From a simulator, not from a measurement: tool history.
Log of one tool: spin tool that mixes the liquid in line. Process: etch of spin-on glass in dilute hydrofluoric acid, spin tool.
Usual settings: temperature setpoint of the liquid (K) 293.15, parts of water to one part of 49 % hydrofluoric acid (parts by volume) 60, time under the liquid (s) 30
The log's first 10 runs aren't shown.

run   hour  temperature setpoint of the liquid (K)  parts of water to one part of 49 % hydrofluoric acid (parts by volume)  time under the liquid (s)  read-back film thickness of the spin-on glass reference wafer, read on the same gauge (nm)  thickness taken off the spin-on glass on a monitor wafer (Å)
     116.0  -- thermometer replaced
 11  125.5                                  294.65                                                                      60                         30                                                                                      139.98                                                         201.3
 12  138.3                                  294.65                                                                      60                         30                                                                                      139.99                                                         202.9
     141.5  -- gauge calibrated
     150.0  -- hydrofluoric acid flow meter replaced
 13  150.6                                  294.65                                                                      60                         30                                                                                      139.95                                                         202.5
 14  157.4                                  293.15                                                                      60                         30                                                                                      139.98                                                         188.0
 15  166.5                                  293.15                                                                      60                         30                                                                                      139.98                                                         190.4
 16  183.7                                  297.15                                                                      60                         40                                                                                      139.99                                                         299.3
 17  190.3                                  293.15                                                                      60                         30                                                                                      139.97                                                         189.5
 18  201.6                                  293.15                                                                      60                         30                                                                                      140.02                                                         191.7
 19  214.4                                  291.15                                                                      45                         15                                                                                      139.99                                                         118.7
 20  225.9                                  293.15                                                                      60                         30                                                                                      139.97                                                         191.5
 21  232.9                                  293.15                                                                      60                         30                                                                                      140.02                                                         190.8
 22  248.1                                  295.15                                                                      60                         25                                                                                      139.99                                                         173.3
 23  257.0                                  290.15                                                                      60                         30                                                                                      140.00                                                         169.6
 24  265.6                                  291.65                                                                      30                         50                                                                                      140.00                                                         619.4
 25  281.6                                  293.15                                                                      60                         30                                                                                      140.01                                                         192.2
 26  290.4                                  297.65                                                                      85                         30                                                                                      140.01                                                         158.5
 27  297.8                                  293.15                                                                      35                         35                                                                                      140.01                                                         397.0
 28  314.8                                  290.65                                                                      70                         30                                                                                      140.01                                                         147.7
 29  329.0                                  293.15                                                                      60                         30                                                                                      140.00                                                         195.4
 30  337.4                                  293.15                                                                      50                         30                                                                                      140.00                                                         235.5
 31  347.1                                  297.65                                                                      60                         30                                                                                      140.01                                                         233.1
 32  358.4                                  291.65                                                                      80                         15                                                                                      139.96                                                          66.9
 33  367.1                                  297.15                                                                      60                         15                                                                                      140.00                                                         113.9
 34  380.6                                  293.15                                                                      60                         30                                                                                      140.01                                                         195.9
 35  395.0                                  293.15                                                                      85                         30                                                                                      140.00                                                         134.0

3 ways to go on from here, each from the tool as it stands after run 35. What would each give?
  A  395.4                                  293.15                                                                      60                         30                                                                                           ?                                                             ?
  B  395.4                                  293.15                                                                      60                         15                                                                                           ?                                                             ?
  C  395.4                                  293.15                                                                      60                         35                                                                                           ?                                                             ?

run  read-back film thickness of the spin-on glass reference wafer, read on the same gauge (nm)  thickness taken off the spin-on glass on a monitor wafer (Å)
  A                                                                                      140.01                                                         196.1
  B                                                                                      140.01                                                          98.0
  C                                                                                      140.01                                                         228.8
Without the tool's hidden state the same runs would have given:
run  thickness taken off the spin-on glass on a monitor wafer (Å)
  A                                                         187.5
  B                                                          93.7
  C                                                         218.7
